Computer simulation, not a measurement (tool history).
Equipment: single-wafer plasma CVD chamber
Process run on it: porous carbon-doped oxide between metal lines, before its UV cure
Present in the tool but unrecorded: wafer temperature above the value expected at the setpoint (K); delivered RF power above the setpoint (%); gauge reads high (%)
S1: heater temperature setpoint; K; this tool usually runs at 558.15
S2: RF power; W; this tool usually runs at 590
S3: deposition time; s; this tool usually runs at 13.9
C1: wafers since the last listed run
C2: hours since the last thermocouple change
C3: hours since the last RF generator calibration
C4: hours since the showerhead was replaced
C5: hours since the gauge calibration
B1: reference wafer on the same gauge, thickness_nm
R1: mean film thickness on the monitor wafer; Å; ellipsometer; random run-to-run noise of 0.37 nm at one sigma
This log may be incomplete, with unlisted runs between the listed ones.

run	hour	S1	S2	S3	C1	C2	C3	C4	C5	B1	R1
1	0	547.15	590	13.9	0	1512.9	1404.6	3395.6	341.2	99.618	1048.38
2	36.8	547.15	590	13.9	1807	1549.7	1441.4	3432.4	378	99.644	1052.23
3	95.1	558.15	590	15.7	2862	1608	1499.7	3490.7	436.3	99.584	1086.11
4	133.2	558.15	590	15.7	1870	1646.1	1537.8	3528.8	474.4	99.648	1097.04
5	194.4	558.15	590	13.9	3005	1707.3	1599	3590	535.6	99.69	977.16
6	374.9	558.15	590	13.9	8863	1887.8	1779.5	3770.5	716.1	99.54	974.82
7	416.3	558.15	590	13.9	2032	1929.2	1820.9	3811.9	757.5	99.533	982.17
8	480.4	558.15	590	13.9	3147	1993.3	1885	3876	821.6	99.577	989.68
# hour 487.1: gauge calibrated
# hour 543.4: RF generator calibrated
9	551.1	558.15	590	13.9	3078	2064	7.7	3946.7	64	99.53	992
10	605.2	558.15	590	13.9	2656	2118.1	61.8	4000.8	118.1	99.556	982.96
11	636	558.15	590	13.9	1512	2148.9	92.6	4031.6	148.9	99.684	989.16
12	663.6	558.15	590	13.9	1355	2176.5	120.2	4059.2	176.5	99.602	990.02
# hour 737.5: thermocouple changed; heater temperature recalibrated
13	738	564.15	590	16	3260	0.5	194.6	4133.6	250.9	99.534	1050.08
14	800.5	558.15	660	13.9	3069	63	257.1	4196.1	313.4	99.612	1030.07

Run 15, settings as shown, results not yet in. Your forecast:
15	838.7	558.15	590	13.9	1875	101.2	295.3	4234.3	351.6	?	?

{"run 15": {"B1": 99.565, "R1": 957.16}}
The same run, on a tool lacking any hidden state, would have yielded R1 949.76 Å.
